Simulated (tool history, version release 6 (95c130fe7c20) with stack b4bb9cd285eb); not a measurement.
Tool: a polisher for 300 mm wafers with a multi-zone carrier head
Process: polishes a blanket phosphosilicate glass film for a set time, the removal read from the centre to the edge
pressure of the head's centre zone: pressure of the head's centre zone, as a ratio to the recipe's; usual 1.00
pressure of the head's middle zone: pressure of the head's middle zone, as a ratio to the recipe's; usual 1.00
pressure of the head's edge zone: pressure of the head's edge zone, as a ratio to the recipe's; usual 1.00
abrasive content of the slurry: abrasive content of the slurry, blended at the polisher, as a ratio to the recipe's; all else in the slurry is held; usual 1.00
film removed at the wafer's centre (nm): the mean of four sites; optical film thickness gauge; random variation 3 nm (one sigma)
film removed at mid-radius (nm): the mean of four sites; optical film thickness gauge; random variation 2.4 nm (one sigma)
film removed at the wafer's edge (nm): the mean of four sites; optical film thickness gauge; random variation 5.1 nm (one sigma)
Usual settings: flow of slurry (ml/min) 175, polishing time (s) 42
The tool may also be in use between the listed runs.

run	day	flow of slurry (ml/min)	pressure of the head's centre zone	pressure of the head's middle zone	pressure of the head's edge zone	abrasive content of the slurry	polishing time (s)	wafers since the last listed run	wafers polished on this pad	hours since the slurry nozzle was cleaned	hours since the centre zone pressure was calibrated	hours since the edge zone pressure was calibrated	hours since the carrier head's membrane was replaced	incoming thickness of the incoming film, nm	film removed at the wafer's centre (nm)	film removed at mid-radius (nm)	film removed at the wafer's edge (nm)
1	0.000	175	1.00	1.00	1.04	1.00	42	0	1868	309.7	210.5	803.3	118.9	2514.6	300.4	339.2	335.0
2	1.858	175	1.00	1.00	1.04	1.00	42	355	2224	354.3	255.1	847.9	163.5	2542.7	301.1	335.9	343.0
# day 5.138: slurry nozzle cleaned
# day 5.354: worn pad replaced by a new one
# day 8.167: centre zone pressure recalibrated
3	13.450	175	1.00	1.00	1.04	1.00	42	2162	1532	199.5	126.8	1126.1	441.7	2573.1	316.9	332.5	348.8
4	16.525	175	1.00	0.92	1.00	1.00	42	588	2121	273.3	200.6	1199.9	515.5	2581.8	305.5	313.5	337.9
5	19.642	175	1.00	0.92	1.00	1.00	42	596	2717	348.1	275.4	1274.7	590.3	2618.0	304.3	318.8	334.9
# day 20.346: carrier head's membrane replaced by a new one
6	21.988	175	1.00	1.00	1.04	1.15	42	409	3126	404.4	331.7	1331.0	39.4	2541.2	315.1	355.1	357.6
# day 23.675: worn pad replaced by a new one
# day 24.138: slurry nozzle cleaned
# day 24.579: edge zone pressure recalibrated
7	25.379	175	1.00	1.00	1.04	1.15	42	593	302	29.8	413.1	19.2	120.8	2517.6	314.1	357.5	365.8
8	27.629	215	1.00	0.93	1.00	1.00	42	430	733	83.8	467.1	73.2	174.8	2561.6	308.9	326.3	342.0
# day 28.483: centre zone pressure recalibrated
9	31.746	150	1.00	0.89	1.00	1.00	42	771	1504	182.6	78.3	172.0	273.6	2609.7	302.0	295.9	329.6
10	36.192	210	1.00	1.00	0.89	0.85	51	850	2355	289.3	185.0	278.7	380.3	2579.4	349.6	385.8	371.5
11	38.921	175	1.00	1.00	0.93	0.90	42	522	2877	354.8	250.5	344.2	445.8	2586.9	281.3	318.7	319.7
# day 39.592: slurry nozzle cleaned
12	40.817	175	1.00	1.00	0.95	1.00	42	354	3232	29.4	296.0	389.7	491.3	2581.0	292.2	334.5	321.3
# day 43.296: worn pad replaced by a new one
13	44.396	175	1.00	1.00	1.00	1.00	42	653	210	115.3	381.9	475.6	577.2	2574.1	287.2	333.5	337.4
# day 45.100: carrier head's membrane replaced by a new one, of another model than before
# day 46.183: centre zone pressure recalibrated
14	47.142	175	1.00	1.10	1.00	1.00	42	469	680	181.2	23.0	541.5	49.0	2545.1	320.7	357.3	339.7
15	50.296	175	1.00	1.00	1.00	1.00	51	603	1283	256.9	98.7	617.2	124.7	2599.1	363.0	404.9	408.7
16	52.246	175	1.00	1.00	0.96	1.00	30	373	1657	303.7	145.5	664.0	171.5	2550.2	203.7	242.0	233.2
# day 56.454: slurry nozzle cleaned
17	56.658	120	1.00	1.00	1.00	0.80	42	836	2493	4.9	251.4	769.9	277.4	2581.1	239.3	283.3	299.3
18	60.700	175	1.00	1.00	1.00	1.00	42	773	3266	101.9	348.4	866.9	374.4	2562.1	273.2	334.4	331.3
19	62.717	195	1.00	1.11	1.00	1.00	42	385	3652	150.3	396.8	915.3	422.8	2554.9	277.3	360.8	332.1
# day 63.467: worn pad replaced by a new one
# day 64.508: centre zone pressure recalibrated
20	66.433	175	1.00	1.00	1.00	1.00	42	663	551	239.5	46.2	1004.5	512.0	2570.9	305.4	337.1	336.9
21	69.621	175	1.00	1.05	1.00	1.00	34	609	1161	316.0	122.7	1081.0	588.5	2534.2	230.7	282.2	280.0
# day 70.854: carrier head's membrane replaced by a new one
22	71.596	175	1.11	1.00	1.00	1.25	42	338	1499	363.4	170.1	1128.4	17.8	2566.8	364.7	365.8	375.5

Forecast each of these 3 alternatives for the next run:
A	71.612	175	1.00	1.00	1.00	1.00	34	3	1502	363.8	170.5	1128.8	18.2	2596.5	?	?	?
B	71.612	175	1.00	0.95	1.00	1.00	42	3	1502	363.8	170.5	1128.8	18.2	2596.5	?	?	?
C	71.612	175	1.00	1.00	0.89	1.00	42	3	1502	363.8	170.5	1128.8	18.2	2596.5	?	?	?

run	film removed at the wafer's centre (nm)	film removed at mid-radius (nm)	film removed at the wafer's edge (nm)
A	226.2	271.7	276.6
B	279.3	326.0	341.8
C	279.4	335.7	319.8
Without the tool's hidden state the same runs would have given:
run	film removed at the wafer's centre (nm)	film removed at mid-radius (nm)	film removed at the wafer's edge (nm)
A	267.6	271.5	276.6
B	330.4	325.8	341.8
C	330.5	335.4	319.8

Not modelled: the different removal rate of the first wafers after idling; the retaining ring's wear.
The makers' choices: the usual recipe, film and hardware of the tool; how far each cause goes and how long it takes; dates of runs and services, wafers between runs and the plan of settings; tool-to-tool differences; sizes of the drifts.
